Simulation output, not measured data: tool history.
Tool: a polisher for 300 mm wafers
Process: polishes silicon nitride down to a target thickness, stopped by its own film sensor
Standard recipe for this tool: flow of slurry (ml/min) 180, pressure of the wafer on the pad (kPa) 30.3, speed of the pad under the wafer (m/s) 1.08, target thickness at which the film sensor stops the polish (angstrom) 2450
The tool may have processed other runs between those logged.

run,day,flow of slurry (ml/min),pressure of the wafer on the pad (kPa),speed of the pad under the wafer (m/s),target thickness at which the film sensor stops the polish (angstrom),wafers since the last listed run,wafers polished on this pad,hours since the slurry nozzle was cleaned,hours since the head pressure was calibrated,"incoming thickness of the incoming film, nm",time until the film sensor stopped the polish (s)
1,0.000,180,30.3,1.08,2450,0,198,74.3,183.9,493.6,115.3
2,2.012,180,30.3,1.08,2450,381,579,122.6,232.2,506.4,121.6
3,3.104,180,30.3,1.08,2450,206,786,148.8,258.4,505.8,125.4
4,5.462,180,30.3,0.92,2450,446,1233,205.4,315.0,504.9,134.6
5,6.721,180,30.3,0.92,2450,238,1472,235.6,345.2,495.3,132.9
# day 10.150: worn pad replaced by a new one
6,15.604,200,26.2,1.08,2450,1651,1033,448.8,558.4,489.1,130.2
7,16.917,200,26.2,1.08,2450,248,1282,480.3,589.9,489.1,137.9
# day 19.392: slurry nozzle cleaned
8,21.988,200,26.2,1.08,2450,953,2235,62.3,711.6,493.4,141.4
9,23.925,180,30.3,1.08,2890,367,2602,108.8,758.1,505.9,103.7
# day 24.279: worn pad replaced by a new one
10,26.138,180,30.3,1.08,1750,387,351,161.9,811.2,498.1,140.6
11,28.262,150,30.3,1.08,2450,402,754,212.9,862.2,498.3,117.5
12,30.050,150,30.3,1.08,2450,338,1093,255.8,905.1,511.6,129.7
13,33.758,180,30.3,1.08,2450,702,1796,344.8,994.1,505.4,127.0
# day 35.854: worn pad replaced by a new one
14,35.875,125,30.3,0.82,2450,369,4,395.6,1044.9,502.1,130.2
# day 36.529: head pressure recalibrated
15,36.808,180,30.3,1.08,2450,161,165,418.0,6.7,497.9,110.3
16,38.696,125,30.3,1.20,2450,357,522,463.3,52.0,508.3,118.5
# day 39.217: slurry nozzle cleaned
17,40.371,180,30.3,1.08,2450,309,832,27.7,92.2,504.7,120.3
18,45.775,180,20.7,0.78,2450,1024,1856,157.4,221.9,506.5,210.4
# day 48.092: worn pad replaced by a new one
19,48.112,180,25.5,1.08,2450,411,3,213.5,278.0,499.5,125.3
20,50.808,210,24.8,1.28,1820,510,514,278.2,342.7,503.8,163.3
21,53.308,150,30.3,1.08,2450,473,988,338.2,402.7,491.9,118.4
22,54.871,180,30.3,1.08,2450,296,1284,375.7,440.2,502.2,124.5
23,57.538,180,30.3,1.38,1610,505,1789,439.7,504.2,496.5,142.2
24,59.967,180,30.3,1.08,2450,460,2250,498.0,562.5,496.5,123.6
# day 61.375: worn pad replaced by a new one
25,61.650,240,35.2,1.08,2450,287,52,538.4,602.9,500.5,90.2
26,62.746,180,30.3,1.08,2920,207,259,564.7,629.2,496.7,89.9

Forecast each of these 5 alternatives for the next run:
A,62.767,180,30.3,1.08,3300,3,263,565.2,629.7,504.2,?
B,62.767,125,25.5,1.44,1870,3,263,565.2,629.7,504.2,?
C,62.767,180,30.3,1.08,2930,3,263,565.2,629.7,504.2,?
D,62.767,180,22.1,1.08,3320,3,263,565.2,629.7,504.2,?
E,62.767,210,34.5,1.08,3090,3,263,565.2,629.7,504.2,?

run,time until the film sensor stopped the polish (s)
A,77.9
B,155.8
C,94.5
D,105.9
E,75.2
Without the tool's hidden state the same runs would have given:
run,time until the film sensor stopped the polish (s)
A,74.9
B,149.7
C,90.8
D,101.8
E,72.3

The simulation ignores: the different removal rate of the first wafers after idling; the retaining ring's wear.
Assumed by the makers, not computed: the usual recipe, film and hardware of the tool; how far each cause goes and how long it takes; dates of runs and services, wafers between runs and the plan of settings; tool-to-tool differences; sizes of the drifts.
